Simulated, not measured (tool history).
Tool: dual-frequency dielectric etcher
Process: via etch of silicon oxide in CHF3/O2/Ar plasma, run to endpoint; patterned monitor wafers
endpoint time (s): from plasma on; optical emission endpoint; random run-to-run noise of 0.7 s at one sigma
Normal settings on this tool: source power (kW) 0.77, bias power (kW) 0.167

run,hour,source power (kW),bias power (kW),wafers since the last listed run,hours since the last wet clean,hours since the last source power generator calibration,hours since the last bias power generator calibration,hours since the last upper electrode change,"incoming incoming film thickness, nm",endpoint time (s)
1,0,0.77,0.167,0,424.3,2762.4,3407.5,4862.2,398.4,188.9
# hour 36.8: wet clean of the chamber
2,49.6,0.77,0.167,88,12.8,2812,3457.1,4911.8,401.6,190.4
3,74.8,0.77,0.167,87,38,2837.2,3482.3,4937,398.7,190.6
4,101,0.77,0.167,90,64.2,2863.4,3508.5,4963.2,404.9,193.2
5,126.2,0.77,0.167,87,89.4,2888.6,3533.7,4988.4,401.7,189.9
6,172.1,0.77,0.167,159,135.3,2934.5,3579.6,5034.3,405.3,193.1
7,198.7,0.77,0.167,92,161.9,2961.1,3606.2,5060.9,401.2,190
8,249.4,0.77,0.167,175,212.6,3011.8,3656.9,5111.6,405.2,192
# hour 275.4: bias power generator calibrated
9,275.9,0.77,0.167,78,239.1,3038.3,0.5,5138.1,399.9,189.6
10,341.6,0.77,0.167,227,304.8,3104,66.2,5203.8,402.5,191
11,389.1,0.77,0.167,164,352.3,3151.5,113.7,5251.3,401.5,189.3
# hour 441.2: upper electrode replaced
12,441.7,0.77,0.167,99,404.9,3204.1,166.3,0.5,403.2,190.3
13,473.2,0.88,0.167,109,436.4,3235.6,197.8,32,403,177.3
# hour 498.5: wet clean of the chamber
14,524.6,0.86,0.144,95,26.1,3287,249.2,83.4,400.7,187.8
# hour 546.5: source power generator calibrated
15,570,0.77,0.167,143,71.5,23.5,294.6,128.8,402,191.4
16,600.4,0.6,0.167,105,101.9,53.9,325,159.2,403,226.5
17,626.9,0.82,0.167,91,128.4,80.4,351.5,185.7,400.9,182.4
18,657.2,0.91,0.167,105,158.7,110.7,381.8,216,401.3,173.7
19,683.4,0.77,0.186,90,184.9,136.9,408,242.2,397.7,182.4
20,723.1,0.59,0.184,137,224.6,176.6,447.7,281.9,398.7,217
21,778.7,0.58,0.142,192,280.2,232.2,503.3,337.5,401.6,246.1
22,826,0.85,0.2,164,327.5,279.5,550.6,384.8,401.2,165.8
23,873.7,0.68,0.179,165,375.2,327.2,598.3,432.5,400.3,200.4

Below are 3 alternative next runs, each starting from the tool's condition after run 23. Predict each:
A,874.2,0.77,0.189,1,375.7,327.7,598.8,433,402,?
B,874.2,0.94,0.167,1,375.7,327.7,598.8,433,402,?
C,874.2,0.89,0.183,1,375.7,327.7,598.8,433,402,?

run,endpoint time (s)
A,181
B,169.3
C,168.4
What these runs would have given with no unlogged condition in the tool:
run,endpoint time (s)
A,181
B,169.3
C,168.4
